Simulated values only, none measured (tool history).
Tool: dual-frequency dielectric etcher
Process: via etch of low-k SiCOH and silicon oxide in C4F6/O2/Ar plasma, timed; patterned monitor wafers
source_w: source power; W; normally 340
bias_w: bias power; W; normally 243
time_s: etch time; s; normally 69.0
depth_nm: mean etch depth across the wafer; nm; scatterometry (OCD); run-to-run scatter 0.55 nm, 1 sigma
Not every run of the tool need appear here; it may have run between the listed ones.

| run | hour | source_w | bias_w | time_s | read-back reference wafer on the same gauge, depth_nm | depth_nm |
|---|---|---|---|---|---|---|
| 1 | 0.0 | 290 | 243 | 55.5 | 210.9 | 145.2 |
| 2 | 88.4 | 290 | 243 | 55.5 | 210.9 | 145.4 |
|  | 163.1 | wet clean of the chamber |
| 3 | 163.6 | 290 | 243 | 55.5 | 211.2 | 145.2 |
| 4 | 216.5 | 340 | 243 | 69.0 | 211.4 | 197.6 |
| 5 | 291.7 | 340 | 243 | 69.0 | 211.1 | 198.8 |
| 6 | 335.8 | 340 | 243 | 69.0 | 210.9 | 197.5 |
| 7 | 376.7 | 340 | 243 | 69.0 | 211.2 | 198.4 |
| 8 | 437.2 | 340 | 243 | 69.0 | 210.9 | 198.8 |
| 9 | 507.1 | 340 | 243 | 69.0 | 211.0 | 198.9 |
| 10 | 602.1 | 290 | 199 | 69.0 | 211.0 | 164.9 |
|  | 661.0 | wet clean of the chamber |
| 11 | 661.5 | 290 | 199 | 69.0 | 210.9 | 164.6 |
| 12 | 752.9 | 340 | 243 | 69.0 | 211.0 | 198.7 |
|  | 795.4 | upper electrode replaced |
| 13 | 837.8 | 340 | 243 | 69.0 | 210.9 | 199.5 |
| 14 | 926.4 | 390 | 243 | 76.5 | 211.0 | 239.1 |
| 15 | 973.1 | 300 | 243 | 54.5 | 211.3 | 146.5 |
| 16 | 1027.1 | 300 | 268 | 80.0 | 211.1 | 227.0 |
|  | 1100.0 | wet clean of the chamber |
| 17 | 1100.5 | 340 | 243 | 69.0 | 211.4 | 199.6 |
|  | 1170.9 | gauge calibrated |
|  | 1206.1 | source power generator calibrated |
| 18 | 1392.6 | 280 | 243 | 69.0 | 211.2 | 178.5 |
| 19 | 1471.8 | 410 | 243 | 60.0 | 210.9 | 191.8 |
|  | 1549.8 | bias power generator calibrated |
|  | 1557.0 | wet clean of the chamber |
| 20 | 1577.6 | 370 | 304 | 89.5 | 210.9 | 295.4 |
| 21 | 1657.9 | 340 | 243 | 69.0 | 211.0 | 196.2 |
| 22 | 1761.8 | 340 | 243 | 69.0 | 210.8 | 196.8 |
| 23 | 1867.4 | 340 | 243 | 69.0 | 211.3 | 197.0 |
| 24 | 1916.7 | 340 | 243 | 69.0 | 211.0 | 195.3 |
|  | 2003.7 | wet clean of the chamber |
| 25 | 2004.2 | 300 | 243 | 80.0 | 211.1 | 212.3 |
| 26 | 2147.2 | 310 | 184 | 81.0 | 211.2 | 191.1 |
| 27 | 2249.1 | 340 | 243 | 55.5 | 211.1 | 158.9 |

Give the tool's hidden conditions for every run:
etch rate over this chamber's usual, %: 0 across all the runs
source power that arrives over what is set, %: 0 across all the runs
gauge reads high (%): 0 across all the runs
H1: bias power that arrives over what is set, %
| run | H1 |
|---|---|
| 1 | 2.69 |
| 2 | 2.84 |
| 3 | 2.97 |
| 4 | 3.06 |
| 5 | 3.19 |
| 6 | 3.26 |
| 7 | 3.33 |
| 8 | 3.44 |
| 9 | 3.55 |
| 10 | 3.72 |
| 11 | 3.82 |
| 12 | 3.98 |
| 13 | 4.12 |
| 14 | 4.27 |
| 15 | 4.35 |
| 16 | 4.44 |
| 17 | 4.57 |
| 18 | 5.07 |
| 19 | 5.2 |
| 20 | 0.137 |
| 21 | 0.274 |
| 22 | 0.452 |
| 23 | 0.633 |
| 24 | 0.717 |
| 25 | 0.867 |
| 26 | 1.11 |
| 27 | 1.29 |

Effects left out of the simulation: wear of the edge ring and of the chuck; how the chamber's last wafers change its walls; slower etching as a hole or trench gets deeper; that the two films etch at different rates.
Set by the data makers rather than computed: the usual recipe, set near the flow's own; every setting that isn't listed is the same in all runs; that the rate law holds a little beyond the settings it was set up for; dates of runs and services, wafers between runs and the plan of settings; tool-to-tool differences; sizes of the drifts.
